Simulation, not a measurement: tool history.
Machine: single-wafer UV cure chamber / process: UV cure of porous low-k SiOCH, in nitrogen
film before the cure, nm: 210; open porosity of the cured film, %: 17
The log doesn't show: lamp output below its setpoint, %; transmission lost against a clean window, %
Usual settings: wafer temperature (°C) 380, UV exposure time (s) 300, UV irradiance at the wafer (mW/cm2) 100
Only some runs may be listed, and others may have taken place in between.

run      day  wafer temperature (°C)  UV exposure time (s)  UV irradiance at the wafer (mW/cm2)  wafers since the last listed run  hours since the UV bulbs were replaced  wafers since the quartz window was cleaned  loss of film thickness in the cure (%)
  1    0.000                     380                   300                                  100                                 0                                  1647.9                                        3415                                  11.257
  2    3.642                     391                   300                                  100                               582                                  1735.3                                        3997                                  11.318
       4.988  -- quartz window cleaned
  3    6.338                     391                   300                                  100                               377                                  1800.0                                         216                                  12.826
  4    9.658                     391                   300                                  100                               531                                  1879.7                                         747                                  12.601
  5   14.012                     374                   300                                  100                               696                                  1984.2                                        1443                                  11.700
  6   18.462                     374                   300                                  100                               711                                  2091.0                                        2155                                  11.892
  7   20.579                     380                   390                                  100                               338                                  2141.8                                        2494                                  13.001
  8   23.783                     380                   390                                  100                               512                                  2218.7                                        3006                                  12.688
  9   26.300                     380                   300                                  100                               402                                  2279.1                                        3409                                  11.573
 10   27.925                     380                   300                                  116                               259                                  2318.1                                        3669                                  12.321
 11   31.112                     380                   300                                  116                               509                                  2394.6                                        4179                                  12.110
      33.125  -- quartz window cleaned
 12   33.946                     380                   300                                  116                               399                                  2462.6                                         131                                  13.625
 13   38.262                     380                   300                                  100                               690                                  2566.2                                         822                                  12.580
      39.392  -- UV bulbs replaced
 14   42.483                     380                   300                                  100                               621                                    74.2                                        1443                                  11.872
 15   44.304                     380                   300                                  100                               291                                   117.9                                        1735                                  12.069
 16   46.604                     387                   235                                  100                               367                                   173.1                                        2103                                  10.993
 17   49.883                     380                   300                                  100                               524                                   251.8                                        2627                                  11.643
 18   51.908                     380                   300                                  100                               323                                   300.4                                        2951                                  11.635
 19   54.262                     380                   300                                  100                               376                                   356.9                                        3328                                  11.935
 20   57.221                     380                   300                                  100                               473                                   427.9                                        3801                                  11.590
 21   59.850                     396                   300                                  100                               420                                   491.0                                        4221                                  11.797
      61.425  -- quartz window cleaned
 22   63.067                     380                   140                                  100                               461                                   568.2                                         262                                   9.046
 23   65.533                     380                   300                                  126                               394                                   627.4                                         657                                  13.505
 24   68.075                     387                   300                                  128                               406                                   688.4                                        1063                                  13.402
 25   70.017                     369                   125                                   77                               310                                   735.0                                        1374                                   7.102
 26   72.375                     380                   420                                   67                               377                                   791.6                                        1751                                  11.895
 27   76.083                     391                   300                                  100                               593                                   880.6                                        2344                                  12.047
 28   80.383                     372                   360                                  133                               687                                   983.8                                        3032                                  13.619
 29   84.429                     372                   465                                   77                               647                                  1080.9                                        3679                                  12.361
 30   87.925                     361                   370                                  100                               559                                  1164.8                                        4238                                  12.145
      89.483  -- quartz window cleaned
 31   89.504                     374                   300                                  100                               199                                  1202.7                                           3                                  12.370
 32   91.433                     380                   155                                  100                               308                                  1249.0                                         312                                   9.177
 33   93.296                     366                   150                                  100                               297                                  1293.7                                         610                                   8.840
 34   95.162                     380                   300                                  100                               298                                  1338.5                                         908                                  11.959
 35   98.000                     380                   300                                  100                               453                                  1406.6                                        1362                                  11.764
 36  101.929                     391                   345                                  100                               628                                  1500.9                                        1990                                  12.446
 37  105.333                     380                   300                                  100                               544                                  1582.6                                        2535                                  11.389
 38  108.396                     374                   300                                  100                               489                                  1656.1                                        3025                                  11.238
 39  112.471                     380                   300                                  100                               651                                  1753.9                                        3677                                  11.148
 40  114.096                     366                   180                                   75                               259                                  1792.9                                        3937                                   7.750

Branching from run 40: 4 alternative next runs. What would each branch give?
  A  114.117                     380                   300                                  100                                 3                                  1793.4                                        3940                                       ?
  B  114.117                     361                   125                                  129                                 3                                  1793.4                                        3940                                       ?
  C  114.117                     380                   300                                   69                                 3                                  1793.4                                        3940                                       ?
  D  114.117                     368                   220                                  124                                 3                                  1793.4                                        3940                                       ?

run  loss of film thickness in the cure (%)
  A                                  11.438
  B                                   8.395
  C                                   9.792
  D                                  10.786
Without the tool's hidden state the same runs would have given:
run  loss of film thickness in the cure (%)
  A                                  12.785
  B                                   9.627
  C                                  11.078
  D                                  12.110
